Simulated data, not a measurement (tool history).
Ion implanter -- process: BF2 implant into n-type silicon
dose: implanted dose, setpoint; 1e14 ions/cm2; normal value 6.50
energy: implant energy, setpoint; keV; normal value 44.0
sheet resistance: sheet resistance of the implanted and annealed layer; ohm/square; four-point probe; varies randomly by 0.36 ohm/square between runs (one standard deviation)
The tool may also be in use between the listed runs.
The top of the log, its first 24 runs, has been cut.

run,hour,dose,energy,"read-back reference wafer on the same gauge, sheet resistance",sheet resistance
25,310.8,5.93,35.5,185.86,194.68
# hour 312.3: gauge calibrated
26,325.2,4.71,51.5,186.02,230.83
27,339.5,4.80,59.0,185.99,224.71
28,353.9,5.24,53.0,185.97,211.36
29,369.6,5.99,51.0,186.11,188.22
30,377.1,5.08,31.0,185.90,226.10
31,383.5,6.50,39.5,186.09,178.78
32,397.7,7.37,44.0,185.96,159.04
33,404.1,6.50,44.0,186.01,177.29
34,411.3,6.50,44.0,185.88,177.48
35,420.7,7.70,30.0,186.07,160.32
36,434.8,5.98,44.0,186.04,191.53
37,443.1,5.96,32.0,185.87,196.93

Branching from run 37: 4 alternative next runs. What would each branch give?
A,443.5,6.50,33.5,?,?
B,443.5,7.21,44.0,?,?
C,443.5,8.06,44.0,?,?
D,443.5,8.10,35.0,?,?

run,"read-back reference wafer on the same gauge, sheet resistance",sheet resistance
A,186.07,182.37
B,186.07,161.99
C,186.07,146.69
D,186.07,150.34
Without the tool's hidden state the same runs would have given:
run,sheet resistance
A,180.58
B,160.34
C,145.23
D,148.92
